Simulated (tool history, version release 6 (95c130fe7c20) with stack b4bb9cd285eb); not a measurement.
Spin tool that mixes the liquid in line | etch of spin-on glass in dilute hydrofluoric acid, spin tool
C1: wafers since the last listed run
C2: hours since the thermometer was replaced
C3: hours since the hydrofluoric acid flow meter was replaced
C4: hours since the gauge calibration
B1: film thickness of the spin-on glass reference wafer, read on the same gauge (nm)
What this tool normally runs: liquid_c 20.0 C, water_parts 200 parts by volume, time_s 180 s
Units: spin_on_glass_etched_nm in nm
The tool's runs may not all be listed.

run 1 hour=0.0 | liquid_c=18.0 water_parts=155 time_s=180 | C1=0 C2=2004.5 C3=1821.7 C4=381.7 | B1=90.00 | spin_on_glass_etched_nm=39.43
run 2 hour=29.3 | liquid_c=18.0 water_parts=155 time_s=180 | C1=253 C2=2033.8 C3=1851.0 C4=411.0 | B1=90.00 | spin_on_glass_etched_nm=39.41
run 3 hour=65.3 | liquid_c=20.0 water_parts=200 time_s=180 | C1=310 C2=2069.8 C3=1887.0 C4=447.0 | B1=90.03 | spin_on_glass_etched_nm=31.80
run 4 hour=98.7 | liquid_c=20.0 water_parts=200 time_s=180 | C1=288 C2=2103.2 C3=1920.4 C4=480.4 | B1=89.99 | spin_on_glass_etched_nm=31.91
run 5 hour=128.8 | liquid_c=20.0 water_parts=200 time_s=180 | C1=259 C2=2133.3 C3=1950.5 C4=510.5 | B1=90.01 | spin_on_glass_etched_nm=31.91
run 6 hour=151.5 | liquid_c=20.0 water_parts=200 time_s=225 | C1=196 C2=2156.0 C3=1973.2 C4=533.2 | B1=90.01 | spin_on_glass_etched_nm=40.03
-- hour=214.8 hydrofluoric acid flow meter replaced
run 7 hour=252.5 | liquid_c=20.0 water_parts=200 time_s=225 | C1=863 C2=2257.0 C3=37.7 C4=634.2 | B1=90.00 | spin_on_glass_etched_nm=36.81
-- hour=262.2 gauge calibrated
run 8 hour=268.2 | liquid_c=20.0 water_parts=200 time_s=225 | C1=135 C2=2272.7 C3=53.4 C4=6.0 | B1=89.99 | spin_on_glass_etched_nm=36.70
run 9 hour=301.4 | liquid_c=20.0 water_parts=250 time_s=180 | C1=286 C2=2305.9 C3=86.6 C4=39.2 | B1=90.00 | spin_on_glass_etched_nm=22.58
run 10 hour=317.3 | liquid_c=22.0 water_parts=200 time_s=180 | C1=137 C2=2321.8 C3=102.5 C4=55.1 | B1=90.01 | spin_on_glass_etched_nm=31.93
run 11 hour=335.1 | liquid_c=20.0 water_parts=175 time_s=275 | C1=153 C2=2339.6 C3=120.3 C4=72.9 | B1=90.01 | spin_on_glass_etched_nm=53.02
run 12 hour=368.9 | liquid_c=20.0 water_parts=150 time_s=85 | C1=291 C2=2373.4 C3=154.1 C4=106.7 | B1=90.01 | spin_on_glass_etched_nm=19.70
-- hour=380.7 thermometer replaced
run 13 hour=390.1 | liquid_c=20.0 water_parts=175 time_s=275 | C1=174 C2=9.4 C3=175.3 C4=127.9 | B1=90.00 | spin_on_glass_etched_nm=49.26
run 14 hour=420.4 | liquid_c=20.0 water_parts=200 time_s=180 | C1=261 C2=39.7 C3=205.6 C4=158.2 | B1=90.01 | spin_on_glass_etched_nm=27.49
run 15 hour=455.1 | liquid_c=21.5 water_parts=200 time_s=180 | C1=299 C2=74.4 C3=240.3 C4=192.9 | B1=89.99 | spin_on_glass_etched_nm=29.43
run 16 hour=468.2 | liquid_c=21.5 water_parts=140 time_s=270 | C1=113 C2=87.5 C3=253.4 C4=206.0 | B1=90.01 | spin_on_glass_etched_nm=66.54
run 17 hour=481.2 | liquid_c=20.0 water_parts=200 time_s=290 | C1=112 C2=100.5 C3=266.4 C4=219.0 | B1=89.99 | spin_on_glass_etched_nm=44.46
run 18 hour=502.7 | liquid_c=18.0 water_parts=235 time_s=180 | C1=185 C2=122.0 C3=287.9 C4=240.5 | B1=90.01 | spin_on_glass_etched_nm=21.42
run 19 hour=526.3 | liquid_c=23.5 water_parts=140 time_s=285 | C1=203 C2=145.6 C3=311.5 C4=264.1 | B1=90.00 | spin_on_glass_etched_nm=76.74
run 20 hour=550.6 | liquid_c=20.0 water_parts=155 time_s=75 | C1=209 C2=169.9 C3=335.8 C4=288.4 | B1=89.98 | spin_on_glass_etched_nm=15.77

State the hidden condition of the tool at each of the runs:
gauge reads high (%): 0 on each run
H1: liquid hotter than its thermometer reads (K)
H2: hydrofluoric acid flow above the setpoint (%)
run=1 H1=1.9 H2=10.7
run=2 H1=1.92 H2=10.9
run=3 H1=1.96 H2=11.1
run=4 H1=1.99 H2=11.2
run=5 H1=2.02 H2=11.4
run=6 H1=2.04 H2=11.5
run=7 H1=2.13 H2=3.71
run=8 H1=2.14 H2=3.79
run=9 H1=2.18 H2=3.96
run=10 H1=2.19 H2=4.05
run=11 H1=2.21 H2=4.14
run=12 H1=2.24 H2=4.31
run=13 H1=0.15 H2=4.42
run=14 H1=0.178 H2=4.58
run=15 H1=0.21 H2=4.76
run=16 H1=0.222 H2=4.83
run=17 H1=0.234 H2=4.9
run=18 H1=0.254 H2=5.01
run=19 H1=0.276 H2=5.13
run=20 H1=0.298 H2=5.26

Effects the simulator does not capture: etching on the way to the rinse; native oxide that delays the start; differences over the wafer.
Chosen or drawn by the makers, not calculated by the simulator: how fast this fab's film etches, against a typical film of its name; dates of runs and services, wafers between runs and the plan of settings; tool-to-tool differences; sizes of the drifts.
